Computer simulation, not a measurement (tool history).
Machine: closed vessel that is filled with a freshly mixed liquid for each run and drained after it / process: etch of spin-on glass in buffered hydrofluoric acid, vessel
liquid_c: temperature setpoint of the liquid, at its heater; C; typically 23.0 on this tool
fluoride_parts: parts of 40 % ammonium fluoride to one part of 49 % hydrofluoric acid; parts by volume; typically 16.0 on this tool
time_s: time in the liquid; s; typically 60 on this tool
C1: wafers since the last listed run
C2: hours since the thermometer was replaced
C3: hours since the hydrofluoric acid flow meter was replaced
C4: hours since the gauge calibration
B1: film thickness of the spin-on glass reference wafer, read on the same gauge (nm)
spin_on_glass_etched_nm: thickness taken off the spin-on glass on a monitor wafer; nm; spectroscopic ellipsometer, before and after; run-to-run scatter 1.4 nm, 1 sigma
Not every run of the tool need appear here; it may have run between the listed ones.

Run 1, hour 0.0: usual settings; C1 0; C2 820.7; C3 373.9; C4 550.9; B1 40.02. Result: spin_on_glass_etched_nm 164.66 nm.
Run 2, hour 18.5: usual settings; C1 2258; C2 839.2; C3 392.4; C4 569.4; B1 40.00. Result: spin_on_glass_etched_nm 167.43 nm.
Run 3, hour 45.8: usual settings; C1 3332; C2 866.5; C3 419.7; C4 596.7; B1 39.99. Result: spin_on_glass_etched_nm 163.46 nm.
At hour 57.7: gauge calibrated.
Run 4, hour 64.2: usual settings; C1 2246; C2 884.9; C3 438.1; C4 6.5; B1 40.02. Result: spin_on_glass_etched_nm 165.71 nm.
At hour 110.0: hydrofluoric acid flow meter replaced.
Run 5, hour 111.5: usual settings but liquid_c 26.5 C; C1 5652; C2 932.2; C3 1.5; C4 53.8; B1 39.99. Result: spin_on_glass_etched_nm 199.49 nm.
Run 6, hour 126.2: usual settings; C1 1794; C2 946.9; C3 16.2; C4 68.5; B1 40.00. Result: spin_on_glass_etched_nm 168.56 nm.
Run 7, hour 152.7: usual settings; C1 3234; C2 973.4; C3 42.7; C4 95.0; B1 39.99. Result: spin_on_glass_etched_nm 168.28 nm.
Run 8, hour 229.0: usual settings; C1 9314; C2 1049.7; C3 119.0; C4 171.3; B1 40.00. Result: spin_on_glass_etched_nm 169.09 nm.
Run 9, hour 252.3: usual settings but fluoride_parts 19.0 parts by volume; C1 2844; C2 1073.0; C3 142.3; C4 194.6; B1 40.01. Result: spin_on_glass_etched_nm 143.62 nm.
Run 10, hour 276.5: usual settings; C1 2954; C2 1097.2; C3 166.5; C4 218.8; B1 40.03. Result: spin_on_glass_etched_nm 169.51 nm.
At hour 302.3: thermometer replaced.
Run 11, hour 305.3: usual settings; C1 3393; C2 3.0; C3 195.3; C4 247.6; B1 40.01. Result: spin_on_glass_etched_nm 147.47 nm.
Run 12, hour 338.9: usual settings; C1 4101; C2 36.6; C3 228.9; C4 281.2; B1 40.01. Result: spin_on_glass_etched_nm 146.95 nm.
Run 13, hour 353.2: usual settings but fluoride_parts 12.0 parts by volume; C1 1745; C2 50.9; C3 243.2; C4 295.5; B1 40.00. Result: spin_on_glass_etched_nm 195.97 nm.
Run 14, hour 415.3: usual settings but fluoride_parts 12.0 parts by volume; C1 7580; C2 113.0; C3 305.3; C4 357.6; B1 39.99. Result: spin_on_glass_etched_nm 200.90 nm.
Run 15, hour 436.3: usual settings; C1 2563; C2 134.0; C3 326.3; C4 378.6; B1 40.00. Result: spin_on_glass_etched_nm 151.82 nm.
Run 16, hour 459.5: usual settings; C1 2832; C2 157.2; C3 349.5; C4 401.8; B1 39.97. Result: spin_on_glass_etched_nm 149.81 nm.
Run 17, hour 475.5: usual settings but liquid_c 25.0 C, fluoride_parts 13.5 parts by volume, time_s 90 s; C1 1953; C2 173.2; C3 365.5; C4 417.8; B1 39.99. Result: spin_on_glass_etched_nm 299.01 nm.
Run 18, hour 490.6: usual settings but liquid_c 27.0 C, fluoride_parts 11.0 parts by volume, time_s 35 s; C1 1843; C2 188.3; C3 380.6; C4 432.9; B1 40.02. Result: spin_on_glass_etched_nm 158.48 nm.
Run 19, hour 520.0: usual settings but liquid_c 18.0 C, fluoride_parts 22.5 parts by volume; C1 3588; C2 217.7; C3 410.0; C4 462.3; B1 39.98. Result: spin_on_glass_etched_nm 84.30 nm.
Run 20, hour 532.6: usual settings but fluoride_parts 20.5 parts by volume; C1 1538; C2 230.3; C3 422.6; C4 474.9; B1 39.95. Result: spin_on_glass_etched_nm 120.42 nm.
Run 21, hour 563.6: usual settings but liquid_c 26.0 C, fluoride_parts 13.0 parts by volume, time_s 30 s; C1 3784; C2 261.3; C3 453.6; C4 505.9; B1 40.01. Result: spin_on_glass_etched_nm 110.27 nm.
At hour 576.2: gauge calibrated.
Run 22, hour 592.6: usual settings but liquid_c 18.5 C, fluoride_parts 11.0 parts by volume, time_s 75 s; C1 3540; C2 290.3; C3 482.6; C4 16.4; B1 40.00. Result: spin_on_glass_etched_nm 214.09 nm.
Run 23, hour 612.0: usual settings but liquid_c 27.5 C, fluoride_parts 12.0 parts by volume; C1 2368; C2 309.7; C3 502.0; C4 35.8; B1 39.98. Result: spin_on_glass_etched_nm 257.60 nm.
At hour 626.9: hydrofluoric acid flow meter replaced.
Run 24, hour 632.1: usual settings but time_s 35 s; C1 2331; C2 329.8; C3 5.2; C4 55.9; B1 40.00. Result: spin_on_glass_etched_nm 90.73 nm.
Run 25, hour 656.8: usual settings but liquid_c 21.5 C, time_s 35 s; C1 3015; C2 354.5; C3 29.9; C4 80.6; B1 40.02. Result: spin_on_glass_etched_nm 83.38 nm.
Run 26, hour 683.8: usual settings but liquid_c 21.0 C; C1 3295; C2 381.5; C3 56.9; C4 107.6; B1 39.98. Result: spin_on_glass_etched_nm 135.87 nm.
Run 27, hour 718.8: usual settings; C1 4272; C2 416.5; C3 91.9; C4 142.6; B1 40.00. Result: spin_on_glass_etched_nm 153.96 nm.
Run 28, hour 734.9: usual settings but fluoride_parts 13.0 parts by volume; C1 1965; C2 432.6; C3 108.0; C4 158.7; B1 40.02. Result: spin_on_glass_etched_nm 189.51 nm.
Run 29, hour 754.2: usual settings but time_s 35 s; C1 2356; C2 451.9; C3 127.3; C4 178.0; B1 40.02. Result: spin_on_glass_etched_nm 90.58 nm.
Run 30, hour 771.0: usual settings but liquid_c 25.5 C; C1 2050; C2 468.7; C3 144.1; C4 194.8; B1 40.02. Result: spin_on_glass_etched_nm 179.82 nm.
Run 31, hour 800.5: usual settings but liquid_c 19.5 C, fluoride_parts 22.0 parts by volume, time_s 85 s; C1 3601; C2 498.2; C3 173.6; C4 224.3; B1 39.97. Result: spin_on_glass_etched_nm 139.03 nm.
Run 32, hour 839.8: usual settings; C1 4797; C2 537.5; C3 212.9; C4 263.6; B1 40.02. Result: spin_on_glass_etched_nm 160.24 nm.

3 options for the next run, each taken on its own from the tool as it stands now. Forecast them:
Run A, hour 840.5: usual settings; C1 85; C2 538.2; C3 213.6; C4 264.3; B1 ?. Result: spin_on_glass_etched_nm ?.
Run B, hour 840.5: usual settings but fluoride_parts 18.0 parts by volume, time_s 80 s; C1 85; C2 538.2; C3 213.6; C4 264.3; B1 ?. Result: spin_on_glass_etched_nm ?.
Run C, hour 840.5: usual settings but liquid_c 20.5 C; C1 85; C2 538.2; C3 213.6; C4 264.3; B1 ?. Result: spin_on_glass_etched_nm ?.

run     B1  spin_on_glass_etched_nm
  A  39.99                   155.58
  B  39.99                   184.73
  C  39.99                   135.57
With the hidden condition removed and each run's random variation left untouched, the same runs would have given:
run  spin_on_glass_etched_nm
  A                   146.80
  B                   174.29
  C                   127.80
